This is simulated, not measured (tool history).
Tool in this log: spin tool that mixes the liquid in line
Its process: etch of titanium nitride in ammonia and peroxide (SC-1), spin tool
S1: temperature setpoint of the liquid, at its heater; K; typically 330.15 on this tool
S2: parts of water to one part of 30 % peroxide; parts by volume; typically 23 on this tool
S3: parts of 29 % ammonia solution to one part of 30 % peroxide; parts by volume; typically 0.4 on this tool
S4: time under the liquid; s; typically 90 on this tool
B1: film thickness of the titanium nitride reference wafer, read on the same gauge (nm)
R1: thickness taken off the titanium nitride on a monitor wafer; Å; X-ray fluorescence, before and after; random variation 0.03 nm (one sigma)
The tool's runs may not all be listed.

{"run": 1, "hour": 0.0, "S1": 330.15, "S2": 23, "S3": 0.3, "S4": 90, "B1": 120, "R1": 57.2}
{"run": 2, "hour": 8.9, "S1": 330.15, "S2": 23, "S3": 0.3, "S4": 90, "B1": 119.98, "R1": 56.7}
{"run": 3, "hour": 25.8, "S1": 330.15, "S2": 23, "S3": 0.3, "S4": 90, "B1": 120, "R1": 56.6}
{"run": 4, "hour": 31.9, "S1": 325.15, "S2": 23, "S3": 0.4, "S4": 90, "B1": 119.98, "R1": 42}
{"run": 5, "hour": 48.7, "S1": 325.15, "S2": 23, "S3": 0.4, "S4": 90, "B1": 120, "R1": 41.7}
{"run": 6, "hour": 60.0, "S1": 325.15, "S2": 23, "S3": 0.4, "S4": 90, "B1": 120, "R1": 41.9}
{"run": 7, "hour": 74.7, "S1": 330.15, "S2": 23, "S3": 0.4, "S4": 90, "B1": 120.03, "R1": 59.3}
{"run": 8, "hour": 80.8, "S1": 330.15, "S2": 23, "S3": 0.4, "S4": 90, "B1": 119.99, "R1": 59.4}
{"run": 9, "hour": 93.9, "S1": 330.15, "S2": 23, "S3": 0.4, "S4": 90, "B1": 120.02, "R1": 59.1}
{"run": 10, "hour": 106.4, "S1": 330.15, "S2": 23, "S3": 0.45, "S4": 90, "B1": 120.03, "R1": 73.1}
{"run": 11, "hour": 118.7, "S1": 326.65, "S2": 28, "S3": 0.4, "S4": 90, "B1": 120.02, "R1": 68.2}
{"run": 12, "hour": 130.5, "S1": 330.15, "S2": 34, "S3": 0.4, "S4": 90, "B1": 119.99, "R1": 77.7}
{"run": 13, "hour": 137.8, "S1": 330.15, "S2": 23, "S3": 0.6, "S4": 90, "B1": 120.02, "R1": 104.8}
{"run": 14, "hour": 152.5, "S1": 330.15, "S2": 26, "S3": 0.2, "S4": 40, "B1": 119.97, "R1": 35.1}
{"run": 15, "hour": 168.0, "S1": 330.15, "S2": 23, "S3": 0.6, "S4": 90, "B1": 120.02, "R1": 103.6}
{"run": 16, "hour": 178.7, "S1": 330.15, "S2": 23, "S3": 0.4, "S4": 90, "B1": 120.02, "R1": 96.6}
{"run": 17, "hour": 186.5, "S1": 330.15, "S2": 23, "S3": 0.4, "S4": 55, "B1": 119.98, "R1": 58.3}
{"run": 18, "hour": 201.0, "S1": 330.15, "S2": 23, "S3": 0.5, "S4": 90, "B1": 120.01, "R1": 99.6}
{"run": 19, "hour": 212.9, "S1": 338.65, "S2": 17, "S3": 0.55, "S4": 90, "B1": 119.99, "R1": 208.5}
{"run": 20, "hour": 228.9, "S1": 330.15, "S2": 23, "S3": 0.4, "S4": 90, "B1": 119.99, "R1": 94.5}
{"run": 21, "hour": 243.1, "S1": 333.65, "S2": 23, "S3": 0.45, "S4": 135, "B1": 119.99, "R1": 182.7}

Removed from this log: 5 entries logged between the listed runs. Between which two listed runs does each belong, and how does the tool's hidden state at the listed run before it compare with that at the listed run after it?
Run 9 -> run 10: thermometer replaced (hour 95.6)
  liquid colder than its thermometer reads (K): 2.91 -> 0.131; temperature lost on the way to the wafer (K): 4.65 -> 4.67
  measured minus no-state result, R1: -40 -> -28 Å
Run 10 -> run 11: heated supply line repaired (hour 107.7)
  liquid colder than its thermometer reads (K): 0.131 -> 0.155; temperature lost on the way to the wafer (K): 4.67 -> 0.136
  measured minus no-state result, R1: -28 -> -1.4 Å
Run 14 -> run 15: ammonia flow meter replaced (hour 160.8)
  liquid colder than its thermometer reads (K): 0.221 -> 0.252; temperature lost on the way to the wafer (K): 0.174 -> 0.192
  measured minus no-state result, R1: -1 -> -3.1 Å
Run 16 -> run 17: new drum of ammonia solution connected (hour 182); gauge calibrated (hour 183.5)
  liquid colder than its thermometer reads (K): 0.272 -> 0.288; temperature lost on the way to the wafer (K): 0.204 -> 0.213
  measured minus no-state result, R1: -3.1 -> -2 Å
